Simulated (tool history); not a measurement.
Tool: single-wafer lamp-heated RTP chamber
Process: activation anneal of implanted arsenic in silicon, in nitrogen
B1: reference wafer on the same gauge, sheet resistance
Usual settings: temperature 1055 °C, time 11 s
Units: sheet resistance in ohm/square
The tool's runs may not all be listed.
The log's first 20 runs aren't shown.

-- day=64.262 reflector plate cleaned
run 21 day=66.238 | temperature=1080 time=18 | B1=225.94 | sheet_resistance=243.36
run 22 day=67.821 | temperature=1055 time=11 | B1=226.16 | sheet_resistance=248.98
run 23 day=72.146 | temperature=1041 time=14 | B1=225.85 | sheet_resistance=250.13
run 24 day=74.067 | temperature=1078 time=7 | B1=225.93 | sheet_resistance=249.45
run 25 day=76.308 | temperature=1070 time=11 | B1=226.06 | sheet_resistance=246.71
run 26 day=87.767 | temperature=1068 time=6 | B1=226.00 | sheet_resistance=249.86
run 27 day=90.771 | temperature=1063 time=11 | B1=225.99 | sheet_resistance=247.14
run 28 day=94.804 | temperature=1068 time=7 | B1=225.95 | sheet_resistance=249.16
-- day=95.938 reflector plate cleaned
-- day=96.192 gauge calibrated
-- day=99.517 pyrometer window cleaned and pyrometer calibrated
run 29 day=104.817 | temperature=1055 time=11 | B1=225.97 | sheet_resistance=248.64
run 30 day=108.925 | temperature=1041 time=14 | B1=226.07 | sheet_resistance=249.15
run 31 day=112.092 | temperature=1029 time=17 | B1=226.04 | sheet_resistance=249.12
run 32 day=115.538 | temperature=1055 time=11 | B1=226.00 | sheet_resistance=248.60
run 33 day=119.767 | temperature=1068 time=13 | B1=225.91 | sheet_resistance=245.18
run 34 day=122.454 | temperature=1032 time=15 | B1=226.06 | sheet_resistance=249.73
-- day=124.525 reflector plate cleaned
run 35 day=125.042 | temperature=1055 time=11 | B1=226.10 | sheet_resistance=248.26
run 36 day=126.929 | temperature=1055 time=11 | B1=225.99 | sheet_resistance=248.33
run 37 day=130.483 | temperature=1080 time=15 | B1=226.05 | sheet_resistance=242.03

3 ways to go on from here, each from the tool as it stands after run 37. What would each give?
run A day=130.500 | temperature=1055 time=11 | B1=? | sheet_resistance=?
run B day=130.500 | temperature=1068 time=16 | B1=? | sheet_resistance=?
run C day=130.500 | temperature=1043 time=11 | B1=? | sheet_resistance=?

run=A B1=225.88 sheet_resistance=247.39
run=B B1=225.88 sheet_resistance=242.98
run=C B1=225.88 sheet_resistance=248.89
Without the tool's hidden state the same runs would have given:
run=A sheet_resistance=248.95
run=B sheet_resistance=244.95
run=C sheet_resistance=250.30
